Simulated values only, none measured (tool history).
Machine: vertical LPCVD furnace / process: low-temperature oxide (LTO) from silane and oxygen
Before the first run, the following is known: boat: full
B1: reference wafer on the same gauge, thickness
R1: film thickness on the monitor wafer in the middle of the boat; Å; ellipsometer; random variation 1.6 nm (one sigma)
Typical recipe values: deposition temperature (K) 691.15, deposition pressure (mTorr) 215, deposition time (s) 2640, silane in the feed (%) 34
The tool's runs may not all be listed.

run 1 hour=0.0 | deposition_temperature_(K)=691.15 deposition_pressure_(mTorr)=215 deposition_time_(s)=2640 silane_in_the_feed_(%)=34 | B1=401.12 | R1=4468.8
run 2 hour=20.4 | deposition_temperature_(K)=691.15 deposition_pressure_(mTorr)=215 deposition_time_(s)=2640 silane_in_the_feed_(%)=34 | B1=401.22 | R1=4443.9
run 3 hour=43.7 | deposition_temperature_(K)=691.15 deposition_pressure_(mTorr)=215 deposition_time_(s)=2640 silane_in_the_feed_(%)=34 | B1=401.19 | R1=4432.6
run 4 hour=74.9 | deposition_temperature_(K)=691.15 deposition_pressure_(mTorr)=215 deposition_time_(s)=2640 silane_in_the_feed_(%)=34 | B1=400.75 | R1=4444.5
run 5 hour=104.3 | deposition_temperature_(K)=691.15 deposition_pressure_(mTorr)=235 deposition_time_(s)=2640 silane_in_the_feed_(%)=34 | B1=400.93 | R1=4865.1
run 6 hour=138.8 | deposition_temperature_(K)=691.15 deposition_pressure_(mTorr)=235 deposition_time_(s)=2640 silane_in_the_feed_(%)=34 | B1=401.03 | R1=4865.1
run 7 hour=181.7 | deposition_temperature_(K)=691.15 deposition_pressure_(mTorr)=215 deposition_time_(s)=2640 silane_in_the_feed_(%)=34 | B1=401.07 | R1=4471.6
run 8 hour=214.5 | deposition_temperature_(K)=691.15 deposition_pressure_(mTorr)=215 deposition_time_(s)=2640 silane_in_the_feed_(%)=34 | B1=401.05 | R1=4452.9
run 9 hour=256.4 | deposition_temperature_(K)=691.15 deposition_pressure_(mTorr)=255 deposition_time_(s)=2640 silane_in_the_feed_(%)=34 | B1=401.10 | R1=5321.5
run 10 hour=274.2 | deposition_temperature_(K)=691.15 deposition_pressure_(mTorr)=255 deposition_time_(s)=2640 silane_in_the_feed_(%)=34 | B1=400.77 | R1=5286.3
run 11 hour=289.6 | deposition_temperature_(K)=691.15 deposition_pressure_(mTorr)=215 deposition_time_(s)=2640 silane_in_the_feed_(%)=34 | B1=401.13 | R1=4454.5
run 12 hour=324.5 | deposition_temperature_(K)=691.15 deposition_pressure_(mTorr)=215 deposition_time_(s)=2640 silane_in_the_feed_(%)=34 | B1=400.95 | R1=4465.5
run 13 hour=354.1 | deposition_temperature_(K)=691.15 deposition_pressure_(mTorr)=215 deposition_time_(s)=2640 silane_in_the_feed_(%)=34 | B1=400.72 | R1=4432.0
run 14 hour=373.6 | deposition_temperature_(K)=691.15 deposition_pressure_(mTorr)=215 deposition_time_(s)=2640 silane_in_the_feed_(%)=31 | B1=401.04 | R1=3927.4
-- hour=382.8 gauge calibrated
run 15 hour=409.1 | deposition_temperature_(K)=691.15 deposition_pressure_(mTorr)=215 deposition_time_(s)=2640 silane_in_the_feed_(%)=31 | B1=401.51 | R1=3940.6
run 16 hour=421.1 | deposition_temperature_(K)=691.15 deposition_pressure_(mTorr)=215 deposition_time_(s)=2640 silane_in_the_feed_(%)=31 | B1=400.99 | R1=3958.2
-- hour=456.9 pressure gauge zeroed
-- hour=476.9 silane flow controller replaced
run 17 hour=477.4 | deposition_temperature_(K)=691.15 deposition_pressure_(mTorr)=255 deposition_time_(s)=3270 silane_in_the_feed_(%)=29 | B1=401.16 | R1=5293.3
run 18 hour=481.8 | deposition_temperature_(K)=691.15 deposition_pressure_(mTorr)=215 deposition_time_(s)=2640 silane_in_the_feed_(%)=34 | B1=400.44 | R1=4467.0
run 19 hour=493.9 | deposition_temperature_(K)=691.15 deposition_pressure_(mTorr)=265 deposition_time_(s)=2640 silane_in_the_feed_(%)=37 | B1=401.24 | R1=6128.0
run 20 hour=518.5 | deposition_temperature_(K)=679.15 deposition_pressure_(mTorr)=215 deposition_time_(s)=3480 silane_in_the_feed_(%)=34 | B1=400.39 | R1=5171.9
run 21 hour=562.3 | deposition_temperature_(K)=691.15 deposition_pressure_(mTorr)=215 deposition_time_(s)=2640 silane_in_the_feed_(%)=34 | B1=401.18 | R1=4497.1
run 22 hour=583.1 | deposition_temperature_(K)=702.15 deposition_pressure_(mTorr)=200 deposition_time_(s)=2640 silane_in_the_feed_(%)=32 | B1=400.92 | R1=4334.4
-- hour=622.2 thermocouples replaced and temperature profile calibrated
run 23 hour=622.7 | deposition_temperature_(K)=680.15 deposition_pressure_(mTorr)=215 deposition_time_(s)=3360 silane_in_the_feed_(%)=34 | B1=401.26 | R1=5187.1
run 24 hour=629.8 | deposition_temperature_(K)=691.15 deposition_pressure_(mTorr)=215 deposition_time_(s)=1650 silane_in_the_feed_(%)=32 | B1=401.39 | R1=2620.0
run 25 hour=649.0 | deposition_temperature_(K)=684.15 deposition_pressure_(mTorr)=185 deposition_time_(s)=3120 silane_in_the_feed_(%)=28 | B1=401.16 | R1=3258.3
run 26 hour=675.1 | deposition_temperature_(K)=682.15 deposition_pressure_(mTorr)=180 deposition_time_(s)=1800 silane_in_the_feed_(%)=37 | B1=401.26 | R1=2616.6
run 27 hour=700.9 | deposition_temperature_(K)=691.15 deposition_pressure_(mTorr)=215 deposition_time_(s)=2640 silane_in_the_feed_(%)=34 | B1=400.66 | R1=4578.7
run 28 hour=736.2 | deposition_temperature_(K)=691.15 deposition_pressure_(mTorr)=215 deposition_time_(s)=1920 silane_in_the_feed_(%)=37 | B1=400.80 | R1=3667.1
-- hour=766.7 thermocouples replaced and temperature profile calibrated, repeated, since the last time left the tool worse
run 29 hour=767.6 | deposition_temperature_(K)=696.15 deposition_pressure_(mTorr)=200 deposition_time_(s)=2640 silane_in_the_feed_(%)=34 | B1=401.35 | R1=4276.8
run 30 hour=824.1 | deposition_temperature_(K)=691.15 deposition_pressure_(mTorr)=215 deposition_time_(s)=2640 silane_in_the_feed_(%)=34 | B1=401.75 | R1=4365.6
run 31 hour=892.5 | deposition_temperature_(K)=691.15 deposition_pressure_(mTorr)=175 deposition_time_(s)=2640 silane_in_the_feed_(%)=37 | B1=401.24 | R1=3963.4
run 32 hour=926.6 | deposition_temperature_(K)=698.15 deposition_pressure_(mTorr)=235 deposition_time_(s)=2640 silane_in_the_feed_(%)=34 | B1=400.76 | R1=5147.3

Branching from run 32: 3 alternative next runs. What would each branch give?
run A hour=931.1 | deposition_temperature_(K)=691.15 deposition_pressure_(mTorr)=215 deposition_time_(s)=2640 silane_in_the_feed_(%)=34 | B1=? | R1=?
run B hour=931.1 | deposition_temperature_(K)=691.15 deposition_pressure_(mTorr)=215 deposition_time_(s)=2640 silane_in_the_feed_(%)=29 | B1=? | R1=?
run C hour=931.1 | deposition_temperature_(K)=682.15 deposition_pressure_(mTorr)=215 deposition_time_(s)=2640 silane_in_the_feed_(%)=34 | B1=? | R1=?

run=A B1=401.21 R1=4369.5
run=B B1=401.21 R1=3510.3
run=C B1=401.21 R1=3959.6
With no hidden state in the tool, these same runs would have given:
run=A R1=4346.2
run=B R1=3490.9
run=C R1=3937.8
